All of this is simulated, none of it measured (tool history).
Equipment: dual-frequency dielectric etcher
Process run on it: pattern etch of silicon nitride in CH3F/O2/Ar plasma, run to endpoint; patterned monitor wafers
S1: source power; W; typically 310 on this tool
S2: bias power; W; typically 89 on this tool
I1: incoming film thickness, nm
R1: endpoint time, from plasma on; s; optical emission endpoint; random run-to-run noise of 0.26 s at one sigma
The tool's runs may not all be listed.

run,hour,S1,S2,I1,R1
1,0.0,310,89,39.89,50.0
2,16.5,310,89,40.23,50.2
3,30.5,310,89,39.74,50.0
4,40.8,310,89,40.33,50.3
5,52.2,310,89,39.38,48.6
6,64.5,310,89,39.95,49.7
7,76.3,310,89,39.89,49.3
8,91.8,340,101,40.00,45.1
9,106.8,340,101,39.80,44.9
10,115.7,290,89,40.37,51.0
11,132.0,290,89,40.17,51.2
12,142.9,290,89,40.28,51.1
# hour 168.1: upper electrode replaced
# hour 170.9: wet clean of the chamber
13,171.4,310,89,39.98,51.4
14,171.7,280,69,40.18,61.3
15,173.7,230,80,40.13,60.3
16,191.1,290,89,39.49,51.3
# hour 196.2: source power generator calibrated
17,203.1,360,74,39.85,53.3
18,217.2,360,100,39.88,45.9
# hour 242.5: bias power generator calibrated
19,246.0,310,89,39.81,51.0
20,255.7,250,71,40.27,62.1
21,270.5,260,72,40.26,60.6
22,280.2,260,109,40.42,49.1
23,296.7,290,75,39.89,56.7
24,310.6,360,74,39.86,53.0
25,317.6,270,71,40.02,59.4
26,327.3,310,109,39.57,45.4

Alternative continuations, all from the tool just after run 26; predict every row:
A,327.7,310,89,40.21,?
B,327.7,310,76,40.21,?
C,327.7,380,111,40.21,?
D,327.7,260,97,40.21,?
E,327.7,380,74,40.21,?

run,R1
A,50.7
B,55.1
C,42.4
D,51.3
E,52.2
Without the tool's hidden state the same runs would have given:
run,R1
A,52.2
B,56.8
C,43.6
D,52.9
E,53.8
